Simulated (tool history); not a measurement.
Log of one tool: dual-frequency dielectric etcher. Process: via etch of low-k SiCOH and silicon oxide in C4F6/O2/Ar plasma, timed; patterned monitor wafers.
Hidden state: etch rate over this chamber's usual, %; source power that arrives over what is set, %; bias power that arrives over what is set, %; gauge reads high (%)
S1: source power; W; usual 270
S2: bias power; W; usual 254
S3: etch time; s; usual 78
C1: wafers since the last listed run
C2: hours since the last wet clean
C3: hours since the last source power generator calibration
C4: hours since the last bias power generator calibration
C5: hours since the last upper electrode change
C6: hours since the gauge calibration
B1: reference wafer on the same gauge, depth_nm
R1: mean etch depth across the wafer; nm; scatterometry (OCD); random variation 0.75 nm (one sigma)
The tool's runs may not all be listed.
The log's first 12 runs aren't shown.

| run | day | S1 | S2 | S3 | C1 | C2 | C3 | C4 | C5 | C6 | B1 | R1 |
|---|---|---|---|---|---|---|---|---|---|---|---|---|
|  | 12.896 | gauge calibrated |
| 13 | 13.192 | 230 | 272 | 78 | 204 | 456.9 | 43.6 | 5046 | 4326.1 | 7.1 | 235 | 198.6 |
|  | 14.292 | upper electrode replaced, of another model than before |
| 14 | 14.312 | 240 | 230 | 69 | 26 | 483.8 | 70.5 | 5072.9 | 0.5 | 34 | 235.2 | 169.3 |
| 15 | 15.258 | 270 | 301 | 101 | 204 | 506.5 | 93.2 | 5095.6 | 23.2 | 56.7 | 234.7 | 277.6 |
| 16 | 15.829 | 290 | 211 | 99.5 | 123 | 520.2 | 106.9 | 5109.3 | 36.9 | 70.4 | 235 | 272.7 |
|  | 17.367 | wet clean of the chamber |
| 17 | 17.388 | 270 | 254 | 78 | 120 | 0.5 | 144.3 | 5146.7 | 74.3 | 107.8 | 235.3 | 216.3 |
| 18 | 18.067 | 310 | 254 | 56 | 146 | 16.8 | 160.6 | 5163 | 90.6 | 124.1 | 235.1 | 168.5 |
| 19 | 19.208 | 270 | 211 | 78 | 247 | 44.2 | 188 | 5190.4 | 118 | 151.5 | 234.9 | 209.6 |
| 20 | 20.621 | 220 | 227 | 63.5 | 305 | 78.1 | 221.9 | 5224.3 | 151.9 | 185.4 | 235 | 148.5 |
| 21 | 21.433 | 270 | 254 | 78 | 175 | 97.6 | 241.4 | 5243.8 | 171.4 | 204.9 | 234.9 | 213.5 |
| 22 | 22.871 | 270 | 254 | 63 | 311 | 132.1 | 275.9 | 5278.3 | 205.9 | 239.4 | 235.4 | 172.3 |
|  | 23.317 | bias power generator calibrated |
| 23 | 24.075 | 240 | 289 | 58 | 224 | 161 | 304.8 | 18.2 | 234.8 | 268.3 | 235 | 148.5 |

Run 24 comes next. What will it give?
| 24 | 25.425 | 270 | 299 | 78 | 292 | 193.4 | 337.2 | 50.6 | 267.2 | 300.7 | ? | ? |

{"run 24": {"B1": 235, "R1": 216.4}}
Without the tool's hidden state the same run would have given R1 221 nm.

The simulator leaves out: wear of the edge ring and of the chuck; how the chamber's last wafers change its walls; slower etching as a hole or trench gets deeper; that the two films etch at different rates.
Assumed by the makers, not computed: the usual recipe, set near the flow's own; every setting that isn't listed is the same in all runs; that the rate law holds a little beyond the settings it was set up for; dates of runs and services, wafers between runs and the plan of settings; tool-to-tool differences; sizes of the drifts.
